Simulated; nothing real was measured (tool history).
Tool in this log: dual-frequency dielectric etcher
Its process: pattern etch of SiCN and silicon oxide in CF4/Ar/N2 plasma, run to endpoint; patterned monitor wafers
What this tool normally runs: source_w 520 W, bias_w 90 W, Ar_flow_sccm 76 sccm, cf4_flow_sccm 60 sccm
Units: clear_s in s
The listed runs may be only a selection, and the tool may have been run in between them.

run,hour,source_w,bias_w,Ar_flow_sccm,cf4_flow_sccm,wafers since the last listed run,hours since the last wet clean,hours since the last source power generator calibration,hours since the last bias power generator calibration,hours since the last Ar flow controller change,hours since the last CF4 flow controller change,hours since the last upper electrode change,"incoming incoming film thickness, nm",clear_s
1,0.0,480,90,76,60,0,153.1,3057.4,1863.6,3152.8,2714.1,2163.6,14.74,14.3
2,16.6,480,90,76,60,236,169.7,3074.0,1880.2,3169.4,2730.7,2180.2,14.72,14.3
3,43.0,520,90,76,60,376,196.1,3100.4,1906.6,3195.8,2757.1,2206.6,14.72,13.6
4,69.7,520,90,76,60,380,222.8,3127.1,1933.3,3222.5,2783.8,2233.3,14.62,13.6
5,99.7,520,90,76,60,427,252.8,3157.1,1963.3,3252.5,2813.8,2263.3,14.73,13.8
6,119.7,520,90,76,60,285,272.8,3177.1,1983.3,3272.5,2833.8,2283.3,14.77,13.9
7,133.5,520,90,76,60,196,286.6,3190.9,1997.1,3286.3,2847.6,2297.1,14.63,13.7
# hour 176.3: Ar flow controller replaced
# hour 210.9: wet clean of the chamber
8,211.4,610,99,76,60,682,0.5,3268.8,2075.0,35.1,2925.5,2375.0,14.73,12.0
9,225.0,520,90,76,60,193,14.1,3282.4,2088.6,48.7,2939.1,2388.6,14.72,13.6
10,253.8,520,90,82,60,410,42.9,3311.2,2117.4,77.5,2967.9,2417.4,14.76,13.7
11,266.5,520,90,76,60,181,55.6,3323.9,2130.1,90.2,2980.6,2430.1,14.88,13.7
# hour 291.8: bias power generator calibrated
12,301.0,460,90,76,60,434,90.1,3358.4,9.2,124.7,3015.1,2464.6,14.79,14.5
# hour 326.3: source power generator calibrated
13,329.1,520,90,76,60,343,118.2,2.8,37.3,152.8,3043.2,2492.7,14.74,13.7
# hour 363.6: CF4 flow controller replaced
# hour 367.7: upper electrode replaced
14,368.2,410,90,76,67,413,157.3,41.9,76.4,191.9,4.6,0.5,14.64,15.3
15,375.1,580,90,76,67,98,164.2,48.8,83.3,198.8,11.5,7.4,14.72,12.8
16,403.1,480,106,76,60,399,192.2,76.8,111.3,226.8,39.5,35.4,14.67,13.5
17,417.6,420,90,62,60,206,206.7,91.3,125.8,241.3,54.0,49.9,14.79,14.9
18,452.5,450,90,90,48,497,241.6,126.2,160.7,276.2,88.9,84.8,14.69,15.7
19,484.7,450,90,76,64,458,273.8,158.4,192.9,308.4,121.1,117.0,14.63,14.9

Hidden state or all else? Some run-to-run changes of clear_s, split into what the settings, what came in and random variation would give without the hidden state, and what is left for the hidden state (with any gauge scatter that isn't in both results):
Hidden state at play: etch rate over this chamber's usual, %; source power that arrives over what is set, %; bias power that arrives over what is set, %; Ar flow that arrives over what is set, %; CF4 flow that arrives over what is set, %.
Run 7 -> 8: source_w 520 -> 610, bias_w 90 -> 99, Ar flow controller replaced, wet clean of the chamber. clear_s -1.7 s: hidden state -0.5, all else -1.2.
Run 14 -> 15: source_w 410 -> 580. clear_s -2.5 s: hidden state -0.1, all else -2.4.
